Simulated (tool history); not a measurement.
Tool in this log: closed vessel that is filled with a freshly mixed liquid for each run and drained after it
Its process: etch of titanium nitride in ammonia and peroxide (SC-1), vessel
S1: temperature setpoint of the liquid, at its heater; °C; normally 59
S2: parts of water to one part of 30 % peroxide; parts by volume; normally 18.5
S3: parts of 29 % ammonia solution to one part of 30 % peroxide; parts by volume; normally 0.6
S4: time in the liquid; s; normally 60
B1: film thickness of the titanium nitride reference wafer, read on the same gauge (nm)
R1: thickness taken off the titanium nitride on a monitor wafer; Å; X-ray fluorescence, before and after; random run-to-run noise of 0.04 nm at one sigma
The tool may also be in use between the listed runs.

run 1 hour=0 | S1=59 S2=18.5 S3=0.6 S4=60 | B1=119.99 | R1=73.3
run 2 hour=28.8 | S1=59 S2=18.5 S3=0.6 S4=60 | B1=119.98 | R1=73.2
run 3 hour=51.2 | S1=59 S2=13 S3=0.6 S4=60 | B1=119.99 | R1=88.6
run 4 hour=72.7 | S1=59 S2=13 S3=0.6 S4=60 | B1=120.01 | R1=88.9
run 5 hour=101.7 | S1=59 S2=18.5 S3=0.6 S4=60 | B1=120 | R1=73.2
run 6 hour=114.8 | S1=59 S2=18.5 S3=0.6 S4=60 | B1=119.98 | R1=72.8
run 7 hour=142.5 | S1=59 S2=18.5 S3=0.6 S4=60 | B1=120.01 | R1=72
run 8 hour=159.3 | S1=59 S2=16 S3=0.6 S4=60 | B1=120 | R1=78.2
-- hour=170.7 new drum of ammonia solution connected
-- hour=172.4 thermometer replaced
run 9 hour=178.5 | S1=59 S2=16 S3=0.6 S4=60 | B1=120 | R1=89.5
-- hour=184.4 gauge calibrated
run 10 hour=197.4 | S1=54.5 S2=18.5 S3=0.6 S4=60 | B1=120 | R1=61
run 11 hour=217.8 | S1=54.5 S2=18.5 S3=0.6 S4=60 | B1=120.01 | R1=60.9
run 12 hour=239.6 | S1=59 S2=18.5 S3=0.6 S4=60 | B1=120.03 | R1=82.1
run 13 hour=256.4 | S1=50 S2=18.5 S3=0.6 S4=60 | B1=120.03 | R1=44.4
run 14 hour=275.4 | S1=59 S2=18.5 S3=0.6 S4=60 | B1=119.95 | R1=82.7
-- hour=285.4 ammonia flow meter replaced
run 15 hour=295 | S1=66 S2=26.5 S3=0.4 S4=40 | B1=120.02 | R1=64.9
run 16 hour=323.7 | S1=59 S2=18.5 S3=0.5 S4=60 | B1=119.99 | R1=78.1
run 17 hour=347.9 | S1=64.5 S2=18.5 S3=0.6 S4=30 | B1=120.02 | R1=58.2
run 18 hour=368.7 | S1=66.5 S2=27.5 S3=0.45 S4=95 | B1=120.01 | R1=157.9
run 19 hour=404 | S1=59 S2=12 S3=0.4 S4=60 | B1=120.01 | R1=95.5
run 20 hour=429.3 | S1=59 S2=24.5 S3=0.6 S4=60 | B1=120.01 | R1=68.7
run 21 hour=450.8 | S1=59 S2=18.5 S3=0.6 S4=90 | B1=120.01 | R1=121.2
run 22 hour=469.8 | S1=68.5 S2=24 S3=0.45 S4=60 | B1=120.01 | R1=122.1
run 23 hour=486.7 | S1=59 S2=18.5 S3=0.6 S4=60 | B1=119.97 | R1=79.8
run 24 hour=504.6 | S1=59 S2=18.5 S3=0.5 S4=60 | B1=119.99 | R1=77.8
run 25 hour=533.4 | S1=55 S2=15.5 S3=0.35 S4=60 | B1=119.98 | R1=60.5
run 26 hour=566.3 | S1=59 S2=18.5 S3=0.6 S4=60 | B1=120.03 | R1=79.3
run 27 hour=587.6 | S1=59 S2=18.5 S3=0.6 S4=80 | B1=120.03 | R1=105.1
run 28 hour=616.6 | S1=59 S2=13.5 S3=0.6 S4=80 | B1=120.03 | R1=125

Forecast each of these 4 alternatives for the next run:
run A hour=617.3 | S1=59 S2=18.5 S3=0.6 S4=60 | B1=? | R1=?
run B hour=617.3 | S1=68.5 S2=15.5 S3=0.4 S4=60 | B1=? | R1=?
run C hour=617.3 | S1=59 S2=24.5 S3=0.35 S4=60 | B1=? | R1=?
run D hour=617.3 | S1=62.5 S2=11.5 S3=0.6 S4=85 | B1=? | R1=?

run=A B1=120 R1=79.2
run=B B1=120 R1=149.5
run=C B1=120 R1=61.1
run=D B1=120 R1=182.7
Without the tool's hidden state the same runs would have given:
run=A R1=86.2
run=B R1=162.2
run=C R1=66.5
run=D R1=198.4

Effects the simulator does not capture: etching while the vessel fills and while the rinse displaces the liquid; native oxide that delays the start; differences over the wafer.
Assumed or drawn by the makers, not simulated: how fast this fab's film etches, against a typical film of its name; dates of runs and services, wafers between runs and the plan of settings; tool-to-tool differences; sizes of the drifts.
